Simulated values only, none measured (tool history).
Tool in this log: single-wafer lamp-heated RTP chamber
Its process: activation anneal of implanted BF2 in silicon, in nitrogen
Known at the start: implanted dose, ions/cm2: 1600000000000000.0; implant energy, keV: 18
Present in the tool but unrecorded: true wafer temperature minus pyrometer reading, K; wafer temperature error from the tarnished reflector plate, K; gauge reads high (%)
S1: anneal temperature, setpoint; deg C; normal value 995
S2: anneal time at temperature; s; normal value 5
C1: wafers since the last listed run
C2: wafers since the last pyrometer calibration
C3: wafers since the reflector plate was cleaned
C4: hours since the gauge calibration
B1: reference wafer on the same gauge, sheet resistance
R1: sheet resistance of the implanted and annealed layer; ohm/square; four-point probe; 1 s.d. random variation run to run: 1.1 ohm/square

run   hour    S1  S2    C1    C2     C3     C4      B1      R1
  1      0   974   4     0  2820   9383  240.7  191.31  256.72
  2   58.2   995   5   591  3411   9975  298.9  192.55  225.56
  3  103.3   995   5   458  3869  10433    344  192.64  222.51
  4  138.9   995   5   361  4230  10794  379.6   192.8  222.93
  5  202.3   995   5   643  4874  11438    443  193.05  224.61
  6  251.7   995   5   501  5376  11940  492.4  193.86  225.36
  7  300.6   987   5   496  5872  12436  541.3  194.17  237.07
     391.5  -- reflector plate cleaned
  8  411.5   995   8  1045  6917    203  652.2  194.82  216.63
     466.1  -- pyrometer window cleaned and pyrometer calibrated
  9  466.6  1012   7   478     4    681  707.3  195.23  197.49
     470.2  -- gauge calibrated
 10  503.8  1021   5   377   382   1059   33.6  191.39  191.45
 11  536.9   995   7   336   718   1395   66.7  191.39  216.28
 12  597.6   995   5   616  1335   2012  127.4  191.94  223.01
 13  627.8   995   3   306  1642   2318  157.6  192.07   231.7
 14  655.5  1022   6   281  1923   2600  185.3  192.35  186.21

Run-by-run hidden state of the tool:
true wafer temperature minus pyrometer reading, K: 0 in every run
wafer temperature error from the tarnished reflector plate, K: 0 in every run
H1: gauge reads high (%)
run     H1
  1  0.894
  2   1.13
  3   1.31
  4   1.45
  5    1.7
  6    1.9
  7    2.1
  8   2.54
  9   2.76
 10   0.51
 11  0.643
 12  0.886
 13   1.01
 14   1.12
